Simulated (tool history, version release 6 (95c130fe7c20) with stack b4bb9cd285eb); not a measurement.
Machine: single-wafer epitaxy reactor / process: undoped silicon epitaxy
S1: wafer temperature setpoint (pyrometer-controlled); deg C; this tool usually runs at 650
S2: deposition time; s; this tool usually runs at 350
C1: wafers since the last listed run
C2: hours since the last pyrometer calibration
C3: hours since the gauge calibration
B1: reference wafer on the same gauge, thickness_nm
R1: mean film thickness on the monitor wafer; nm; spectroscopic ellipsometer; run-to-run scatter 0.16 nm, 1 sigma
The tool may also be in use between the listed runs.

Run 1, hour 0.0: usual settings; C1 0; C2 954.9; C3 1482.1; B1 52.389. Result: R1 64.120 nm.
Run 2, hour 68.4: usual settings; C1 457; C2 1023.3; C3 1550.5; B1 52.391. Result: R1 64.194 nm.
Run 3, hour 135.1: usual settings; C1 446; C2 1090.0; C3 1617.2; B1 52.412. Result: R1 64.073 nm.
Run 4, hour 176.4: usual settings; C1 276; C2 1131.3; C3 1658.5; B1 52.422. Result: R1 64.357 nm.
Run 5, hour 240.4: usual settings; C1 428; C2 1195.3; C3 1722.5; B1 52.453. Result: R1 64.206 nm.
Run 6, hour 329.2: usual settings; C1 593; C2 1284.1; C3 1811.3; B1 52.391. Result: R1 64.620 nm.
Run 7, hour 401.1: usual settings; C1 480; C2 1356.0; C3 1883.2; B1 52.434. Result: R1 64.270 nm.
Run 8, hour 503.6: usual settings; C1 685; C2 1458.5; C3 1985.7; B1 52.423. Result: R1 64.609 nm.
Run 9, hour 604.4: usual settings; C1 674; C2 1559.3; C3 2086.5; B1 52.354. Result: R1 64.612 nm.
Run 10, hour 687.1: usual settings; C1 553; C2 1642.0; C3 2169.2; B1 52.403. Result: R1 64.457 nm.
Run 11, hour 991.2: usual settings but S2 315 s; C1 2033; C2 1946.1; C3 2473.3; B1 52.399. Result: R1 58.212 nm.
Run 12, hour 1099.0: usual settings but S2 315 s; C1 720; C2 2053.9; C3 2581.1; B1 52.340. Result: R1 58.112 nm.
At hour 1157.3: pyrometer calibrated.
Run 13, hour 1165.9: usual settings but S2 315 s; C1 393; C2 8.6; C3 2648.0; B1 52.422. Result: R1 57.230 nm.
Run 14, hour 1216.9: usual settings; C1 341; C2 59.6; C3 2699.0; B1 52.443. Result: R1 63.436 nm.
Run 15, hour 1287.4: usual settings; C1 471; C2 130.1; C3 2769.5; B1 52.405. Result: R1 63.736 nm.
Run 16, hour 1336.5: usual settings; C1 328; C2 179.2; C3 2818.6; B1 52.384. Result: R1 63.971 nm.
Run 17, hour 1404.8: usual settings but S1 647 deg C; C1 456; C2 247.5; C3 2886.9; B1 52.445. Result: R1 59.179 nm.
Run 18, hour 1498.1: usual settings but S1 647 deg C; C1 623; C2 340.8; C3 2980.2; B1 52.425. Result: R1 59.131 nm.
Run 19, hour 1584.1: usual settings; C1 575; C2 426.8; C3 3066.2; B1 52.444. Result: R1 63.964 nm.
Run 20, hour 1839.2: usual settings; C1 1706; C2 681.9; C3 3321.3; B1 52.380. Result: R1 64.309 nm.
Run 21, hour 1933.4: usual settings but S1 636 deg C, S2 295 s; C1 629; C2 776.1; C3 3415.5; B1 52.397. Result: R1 37.891 nm.
Run 22, hour 1995.1: usual settings; C1 412; C2 837.8; C3 3477.2; B1 52.398. Result: R1 64.092 nm.
Run 23, hour 2068.9: usual settings but S1 638 deg C, S2 305 s; C1 493; C2 911.6; C3 3551.0; B1 52.414. Result: R1 41.143 nm.
Run 24, hour 2149.4: usual settings but S1 656 deg C, S2 375 s; C1 538; C2 992.1; C3 3631.5; B1 52.404. Result: R1 79.559 nm.
Run 25, hour 2254.9: usual settings; C1 705; C2 1097.6; C3 3737.0; B1 52.414. Result: R1 63.894 nm.
At hour 2274.2: gauge calibrated.
Run 26, hour 2308.4: usual settings but S1 646 deg C, S2 406 s; C1 357; C2 1151.1; C3 34.2; B1 52.413. Result: R1 67.255 nm.
Run 27, hour 2368.5: usual settings but S1 637 deg C, S2 391 s; C1 401; C2 1211.2; C3 94.3; B1 52.373. Result: R1 51.791 nm.
Run 28, hour 2443.5: usual settings but S1 638 deg C; C1 501; C2 1286.2; C3 169.3; B1 52.412. Result: R1 47.514 nm.
Run 29, hour 2527.3: usual settings but S1 654 deg C, S2 327 s; C1 560; C2 1370.0; C3 253.1; B1 52.379. Result: R1 66.047 nm.
Run 30, hour 2595.0: usual settings but S1 642 deg C, S2 417 s; C1 452; C2 1437.7; C3 320.8; B1 52.435. Result: R1 62.561 nm.
Run 31, hour 2668.4: usual settings but S1 665 deg C, S2 376 s; C1 490; C2 1511.1; C3 394.2; B1 52.450. Result: R1 99.225 nm.
Run 32, hour 2735.7: usual settings but S1 660 deg C, S2 399 s; C1 450; C2 1578.4; C3 461.5; B1 52.357. Result: R1 93.585 nm.
Run 33, hour 2780.2: usual settings; C1 297; C2 1622.9; C3 506.0; B1 52.380. Result: R1 64.372 nm.
Run 34, hour 2842.9: usual settings but S1 636 deg C, S2 305 s; C1 419; C2 1685.6; C3 568.7; B1 52.403. Result: R1 39.222 nm.
Run 35, hour 2881.5: usual settings but S1 638 deg C, S2 306 s; C1 258; C2 1724.2; C3 607.3; B1 52.382. Result: R1 41.528 nm.
Run 36, hour 2939.2: usual settings but S2 400 s; C1 385; C2 1781.9; C3 665.0; B1 52.313. Result: R1 73.387 nm.

Below are 3 alternative next runs, each starting from the tool's condition after run 36. Predict each:
Run A, hour 2939.7: usual settings but S2 413 s; C1 3; C2 1782.4; C3 665.5; B1 ?. Result: R1 ?.
Run B, hour 2939.7: usual settings but S1 661 deg C, S2 401 s; C1 3; C2 1782.4; C3 665.5; B1 ?. Result: R1 ?.
Run C, hour 2939.7: usual settings but S1 646 deg C, S2 291 s; C1 3; C2 1782.4; C3 665.5; B1 ?. Result: R1 ?.

run      B1      R1
  A  52.313  76.131
  B  52.313  96.759
  C  52.313  48.550
With the hidden condition removed and each run's random variation left untouched, the same runs would have given:
run      R1
  A  75.256
  B  95.676
  C  47.987
